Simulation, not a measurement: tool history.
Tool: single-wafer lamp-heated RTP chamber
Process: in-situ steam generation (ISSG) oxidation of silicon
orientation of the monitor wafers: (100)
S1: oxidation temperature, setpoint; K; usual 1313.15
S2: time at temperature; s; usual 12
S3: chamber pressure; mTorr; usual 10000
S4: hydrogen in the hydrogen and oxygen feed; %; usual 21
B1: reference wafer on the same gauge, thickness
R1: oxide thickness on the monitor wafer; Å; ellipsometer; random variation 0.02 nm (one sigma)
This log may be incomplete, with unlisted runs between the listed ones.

Run 1, hour 0.0: usual settings; B1 4.253. Result: R1 52.05 Å.
Run 2, hour 29.3: usual settings; B1 4.260. Result: R1 52.06 Å.
Run 3, hour 50.5: usual settings; B1 4.258. Result: R1 52.70 Å.
Run 4, hour 71.4: usual settings; B1 4.258. Result: R1 52.17 Å.
At hour 96.2: gauge calibrated.
Run 5, hour 97.9: usual settings; B1 4.262. Result: R1 52.39 Å.
Run 6, hour 125.7: usual settings; B1 4.250. Result: R1 52.37 Å.
At hour 140.6: pyrometer window cleaned and pyrometer calibrated.
Run 7, hour 141.3: usual settings but S1 1324.15 K; B1 4.264. Result: R1 56.21 Å.
Run 8, hour 162.8: usual settings; B1 4.255. Result: R1 53.23 Å.
Run 9, hour 183.1: usual settings but S1 1331.15 K; B1 4.254. Result: R1 58.40 Å.
Run 10, hour 196.3: usual settings; B1 4.254. Result: R1 52.71 Å.
Run 11, hour 222.1: usual settings but S1 1305.15 K; B1 4.258. Result: R1 51.32 Å.
Run 12, hour 235.9: usual settings but S1 1327.15 K, S2 15 s, S3 8900 mTorr, S4 17 %; B1 4.253. Result: R1 62.56 Å.
At hour 264.1: hydrogen flow controller replaced.
Run 13, hour 264.6: usual settings but S3 10200 mTorr, S4 26 %; B1 4.263. Result: R1 55.68 Å.
Run 14, hour 290.8: usual settings but S1 1331.15 K, S4 25 %; B1 4.264. Result: R1 61.01 Å.
Run 15, hour 312.7: usual settings but S2 17 s, S4 14 %; B1 4.258. Result: R1 57.77 Å.
Run 16, hour 335.7: usual settings but S4 25 %; B1 4.264. Result: R1 55.45 Å.
At hour 350.9: pressure gauge zeroed.
Run 17, hour 361.3: usual settings but S1 1308.15 K, S2 15 s; B1 4.265. Result: R1 58.38 Å.
At hour 383.9: pyrometer window cleaned and pyrometer calibrated, repeated, since the last time left the tool worse.
Run 18, hour 384.4: usual settings but S1 1331.15 K, S4 25 %; B1 4.260. Result: R1 57.60 Å.
Run 19, hour 397.2: usual settings; B1 4.257. Result: R1 50.85 Å.
Run 20, hour 428.3: usual settings but S2 8 s; B1 4.260. Result: R1 41.93 Å.
Run 21, hour 442.5: usual settings; B1 4.262. Result: R1 51.07 Å.
Run 22, hour 469.7: usual settings but S2 14 s, S3 9500 mTorr, S4 24 %; B1 4.264. Result: R1 57.66 Å.

For run 23, what comes out?
Run 23, hour 490.1: usual settings but S3 10200 mTorr; B1 ?. Result: R1 ?.

For run 23 the tool returned B1 4.260, R1 50.98 Å.
With no hidden state in the tool, this same run would have given R1 50.74 Å.
